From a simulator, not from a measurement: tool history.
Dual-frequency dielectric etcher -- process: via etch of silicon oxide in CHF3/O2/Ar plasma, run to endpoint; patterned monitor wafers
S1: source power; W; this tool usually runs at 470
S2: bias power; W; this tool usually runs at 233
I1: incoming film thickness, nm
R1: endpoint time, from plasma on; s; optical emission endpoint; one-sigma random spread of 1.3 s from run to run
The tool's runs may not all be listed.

run,day,S1,S2,I1,R1
1,0,410,215,547.5,297.4
2,1.771,470,233,539.2,274.5
3,4.1,470,196,548.6,295.1
# day 7.6: wet clean of the chamber
4,7.621,470,196,543.8,286.2
5,8.762,470,196,547.8,287.1
6,10.038,470,217,544.4,274.7
7,12.033,470,233,550,270.4
8,13.075,470,233,548.1,271.2
9,14.662,510,248,539.6,254.2
# day 18.483: source power generator calibrated
# day 18.558: upper electrode replaced
10,23.079,510,248,546,254.9
# day 24.917: wet clean of the chamber, repeated, since the last time left the tool worse
11,24.975,510,248,543.6,270.6
12,26.354,470,233,540.9,280.7
13,28.671,400,251,539.6,279.5
14,31.367,470,233,543.1,279.8
15,33.733,400,205,545.6,307.5
16,35.221,470,233,539.6,279.8
17,36.421,470,233,542.9,277.6
# day 37.671: bias power generator calibrated
18,39.358,390,202,541.4,301.2
19,40.821,550,280,542.6,249.5
20,42.162,390,200,545.1,306.4
21,44.5,470,233,548.1,278.5
# day 50.246: wet clean of the chamber
22,51.008,360,180,545.5,328.8
23,52.408,590,201,545.1,282.1
24,55.133,470,233,548.9,283.1
25,56.45,570,288,547.1,248.1
26,57.683,580,233,546.4,266.4
27,59.812,470,257,546.1,271.3
28,61.912,380,177,553,329.5
29,64.325,560,193,537.3,280.8
30,67.292,470,214,550.4,290.1
31,69.854,470,233,541.5,274.2
32,71.683,410,193,545.9,304.2
# day 74.208: wet clean of the chamber
33,74.229,390,213,545.1,305.4
34,75.85,360,177,543.7,327.9
35,77.067,470,233,541.8,281.2

Selected run-to-run steps in R1, each split into two signed amounts: the part the tool would show with no hidden state at all (from settings, incoming material and random variation), and the remainder, which goes to the hidden state together with any gauge scatter not common to the measured and the hidden-state-free results:
Unlogged tool condition in this case: etch rate over this chamber's usual, %; source power that arrives over what is set, %; bias power that arrives over what is set, %.
Run 3 -> 4: wet clean of the chamber. R1 -8.9 s: hidden state -7.6, all else -1.3.
Run 10 -> 11: wet clean of the chamber, repeated, since the last time left the tool worse. R1 +15.7 s: hidden state +17.3, all else -1.6.
Run 18 -> 19: S1 390 -> 550, S2 202 -> 280. R1 -51.7 s: hidden state +0.4, all else -52.1.
Run 19 -> 20: S1 550 -> 390, S2 280 -> 200. R1 +56.9 s: hidden state -1.5, all else +58.4.
Run 27 -> 28: S1 470 -> 380, S2 257 -> 177. R1 +58.2 s: hidden state -1.4, all else +59.6.
Run 32 -> 33: S1 410 -> 390, S2 193 -> 213, wet clean of the chamber. R1 +1.2 s: hidden state +7.4, all else -6.2.
